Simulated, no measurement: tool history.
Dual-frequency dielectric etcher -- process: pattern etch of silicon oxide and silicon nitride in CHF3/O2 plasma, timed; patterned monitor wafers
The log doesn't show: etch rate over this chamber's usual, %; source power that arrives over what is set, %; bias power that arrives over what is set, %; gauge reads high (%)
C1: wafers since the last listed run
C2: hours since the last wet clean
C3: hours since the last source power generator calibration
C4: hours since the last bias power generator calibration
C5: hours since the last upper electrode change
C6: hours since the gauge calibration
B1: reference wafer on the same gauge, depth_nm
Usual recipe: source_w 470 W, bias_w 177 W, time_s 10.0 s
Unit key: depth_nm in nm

{"run": 1, "day": 0.0, "source_w": 470, "bias_w": 177, "time_s": 10.0, "C1": 0, "C2": 452.3, "C3": 3940.7, "C4": 2029.6, "C5": 4906.3, "C6": 300.6, "B1": 12.99, "depth_nm": 12.76}
{"run": 2, "day": 0.45, "source_w": 470, "bias_w": 177, "time_s": 10.0, "C1": 265, "C2": 463.1, "C3": 3951.5, "C4": 2040.4, "C5": 4917.1, "C6": 311.4, "B1": 12.98, "depth_nm": 12.74}
{"run": 3, "day": 1.088, "source_w": 470, "bias_w": 177, "time_s": 10.0, "C1": 376, "C2": 478.4, "C3": 3966.8, "C4": 2055.7, "C5": 4932.4, "C6": 326.7, "B1": 12.99, "depth_nm": 12.49}
{"day": 1.092, "done": "gauge calibrated"}
{"run": 4, "day": 1.946, "source_w": 470, "bias_w": 177, "time_s": 10.0, "C1": 506, "C2": 499.0, "C3": 3987.4, "C4": 2076.3, "C5": 4953.0, "C6": 20.5, "B1": 13.0, "depth_nm": 12.65}
{"run": 5, "day": 2.375, "source_w": 470, "bias_w": 177, "time_s": 10.0, "C1": 253, "C2": 509.3, "C3": 3997.7, "C4": 2086.6, "C5": 4963.3, "C6": 30.8, "B1": 13.0, "depth_nm": 12.58}
{"run": 6, "day": 2.817, "source_w": 470, "bias_w": 177, "time_s": 10.0, "C1": 260, "C2": 519.9, "C3": 4008.3, "C4": 2097.2, "C5": 4973.9, "C6": 41.4, "B1": 13.01, "depth_nm": 12.79}
{"run": 7, "day": 3.367, "source_w": 470, "bias_w": 177, "time_s": 10.0, "C1": 324, "C2": 533.1, "C3": 4021.5, "C4": 2110.4, "C5": 4987.1, "C6": 54.6, "B1": 13.01, "depth_nm": 12.51}
{"run": 8, "day": 3.742, "source_w": 420, "bias_w": 186, "time_s": 10.0, "C1": 221, "C2": 542.1, "C3": 4030.5, "C4": 2119.4, "C5": 4996.1, "C6": 63.6, "B1": 12.98, "depth_nm": 12.35}
{"run": 9, "day": 4.267, "source_w": 420, "bias_w": 186, "time_s": 10.0, "C1": 309, "C2": 554.7, "C3": 4043.1, "C4": 2132.0, "C5": 5008.7, "C6": 76.2, "B1": 13.0, "depth_nm": 12.39}
{"day": 5.408, "done": "wet clean of the chamber"}
{"run": 10, "day": 5.429, "source_w": 420, "bias_w": 188, "time_s": 10.0, "C1": 95, "C2": 0.5, "C3": 4071.0, "C4": 2159.9, "C5": 5036.6, "C6": 104.1, "B1": 13.0, "depth_nm": 12.46}
{"run": 11, "day": 5.446, "source_w": 580, "bias_w": 202, "time_s": 9.0, "C1": 9, "C2": 0.9, "C3": 4071.4, "C4": 2160.3, "C5": 5037.0, "C6": 104.5, "B1": 12.98, "depth_nm": 12.92}
{"run": 12, "day": 5.6, "source_w": 430, "bias_w": 163, "time_s": 10.0, "C1": 91, "C2": 4.6, "C3": 4075.1, "C4": 2164.0, "C5": 5040.7, "C6": 108.2, "B1": 13.0, "depth_nm": 11.91}
{"run": 13, "day": 6.25, "source_w": 410, "bias_w": 153, "time_s": 8.5, "C1": 383, "C2": 20.2, "C3": 4090.7, "C4": 2179.6, "C5": 5056.3, "C6": 123.8, "B1": 13.0, "depth_nm": 9.72}
{"run": 14, "day": 6.754, "source_w": 410, "bias_w": 177, "time_s": 10.0, "C1": 297, "C2": 32.3, "C3": 4102.8, "C4": 2191.7, "C5": 5068.4, "C6": 135.9, "B1": 13.0, "depth_nm": 12.11}
{"run": 15, "day": 7.45, "source_w": 530, "bias_w": 135, "time_s": 8.5, "C1": 410, "C2": 49.0, "C3": 4119.5, "C4": 2208.4, "C5": 5085.1, "C6": 152.6, "B1": 13.0, "depth_nm": 10.17}
{"day": 8.183, "done": "bias power generator calibrated"}
{"run": 16, "day": 8.204, "source_w": 420, "bias_w": 145, "time_s": 11.0, "C1": 346, "C2": 67.1, "C3": 4137.6, "C4": 0.5, "C5": 5103.2, "C6": 170.7, "B1": 12.99, "depth_nm": 12.49}
{"run": 17, "day": 8.308, "source_w": 380, "bias_w": 177, "time_s": 10.0, "C1": 61, "C2": 69.6, "C3": 4140.1, "C4": 3.0, "C5": 5105.7, "C6": 173.2, "B1": 12.99, "depth_nm": 11.72}
{"day": 8.592, "done": "source power generator calibrated"}
{"day": 9.471, "done": "upper electrode replaced"}
{"run": 18, "day": 9.492, "source_w": 530, "bias_w": 135, "time_s": 11.5, "C1": 81, "C2": 98.0, "C3": 21.6, "C4": 31.4, "C5": 0.5, "C6": 201.6, "B1": 13.0, "depth_nm": 13.87}
{"run": 19, "day": 9.508, "source_w": 370, "bias_w": 177, "time_s": 10.0, "C1": 9, "C2": 98.4, "C3": 22.0, "C4": 31.8, "C5": 0.9, "C6": 202.0, "B1": 13.0, "depth_nm": 11.79}
{"run": 20, "day": 9.808, "source_w": 370, "bias_w": 194, "time_s": 7.5, "C1": 177, "C2": 105.6, "C3": 29.2, "C4": 39.0, "C5": 8.1, "C6": 209.2, "B1": 13.01, "depth_nm": 8.93}
{"run": 21, "day": 10.204, "source_w": 380, "bias_w": 146, "time_s": 13.0, "C1": 233, "C2": 115.1, "C3": 38.7, "C4": 48.5, "C5": 17.6, "C6": 218.7, "B1": 13.0, "depth_nm": 14.31}
{"run": 22, "day": 10.817, "source_w": 470, "bias_w": 177, "time_s": 10.0, "C1": 361, "C2": 129.8, "C3": 53.4, "C4": 63.2, "C5": 32.3, "C6": 233.4, "B1": 12.99, "depth_nm": 12.78}
{"run": 23, "day": 11.492, "source_w": 470, "bias_w": 177, "time_s": 10.0, "C1": 398, "C2": 146.0, "C3": 69.6, "C4": 79.4, "C5": 48.5, "C6": 249.6, "B1": 13.02, "depth_nm": 12.7}
{"run": 24, "day": 11.838, "source_w": 510, "bias_w": 199, "time_s": 13.0, "C1": 204, "C2": 154.3, "C3": 77.9, "C4": 87.7, "C5": 56.8, "C6": 257.9, "B1": 13.01, "depth_nm": 17.57}
{"run": 25, "day": 12.096, "source_w": 470, "bias_w": 151, "time_s": 10.0, "C1": 152, "C2": 160.5, "C3": 84.1, "C4": 93.9, "C5": 63.0, "C6": 264.1, "B1": 13.01, "depth_nm": 11.92}
{"run": 26, "day": 12.746, "source_w": 580, "bias_w": 202, "time_s": 9.0, "C1": 383, "C2": 176.1, "C3": 99.7, "C4": 109.5, "C5": 78.6, "C6": 279.7, "B1": 13.0, "depth_nm": 12.74}
{"run": 27, "day": 13.183, "source_w": 470, "bias_w": 177, "time_s": 10.0, "C1": 258, "C2": 186.6, "C3": 110.2, "C4": 120.0, "C5": 89.1, "C6": 290.2, "B1": 13.0, "depth_nm": 12.67}
{"run": 28, "day": 13.908, "source_w": 560, "bias_w": 210, "time_s": 10.0, "C1": 427, "C2": 204.0, "C3": 127.6, "C4": 137.4, "C5": 106.5, "C6": 307.6, "B1": 12.99, "depth_nm": 14.38}
{"run": 29, "day": 14.496, "source_w": 470, "bias_w": 177, "time_s": 10.0, "C1": 346, "C2": 218.1, "C3": 141.7, "C4": 151.5, "C5": 120.6, "C6": 321.7, "B1": 13.01, "depth_nm": 12.68}

What if the next run were any one of these 5? Each begins from the tool's condition after run 29:
{"run": "A", "day": 14.512, "source_w": 400, "bias_w": 177, "time_s": 10.0, "C1": 9, "C2": 218.5, "C3": 142.1, "C4": 151.9, "C5": 121.0, "C6": 322.1, "B1": "?", "depth_nm": "?"}
{"run": "B", "day": 14.512, "source_w": 470, "bias_w": 147, "time_s": 12.0, "C1": 9, "C2": 218.5, "C3": 142.1, "C4": 151.9, "C5": 121.0, "C6": 322.1, "B1": "?", "depth_nm": "?"}
{"run": "C", "day": 14.512, "source_w": 470, "bias_w": 209, "time_s": 10.0, "C1": 9, "C2": 218.5, "C3": 142.1, "C4": 151.9, "C5": 121.0, "C6": 322.1, "B1": "?", "depth_nm": "?"}
{"run": "D", "day": 14.512, "source_w": 470, "bias_w": 152, "time_s": 8.5, "C1": 9, "C2": 218.5, "C3": 142.1, "C4": 151.9, "C5": 121.0, "C6": 322.1, "B1": "?", "depth_nm": "?"}
{"run": "E", "day": 14.512, "source_w": 470, "bias_w": 140, "time_s": 12.5, "C1": 9, "C2": 218.5, "C3": 142.1, "C4": 151.9, "C5": 121.0, "C6": 322.1, "B1": "?", "depth_nm": "?"}

run=A B1=13.00 depth_nm=11.98
run=B B1=13.00 depth_nm=14.30
run=C B1=13.00 depth_nm=13.43
run=D B1=13.00 depth_nm=10.24
run=E B1=13.00 depth_nm=14.66
With the hidden condition removed and each run's random variation left untouched, the same runs would have given:
run=A depth_nm=11.98
run=B depth_nm=14.30
run=C depth_nm=13.43
run=D depth_nm=10.24
run=E depth_nm=14.66
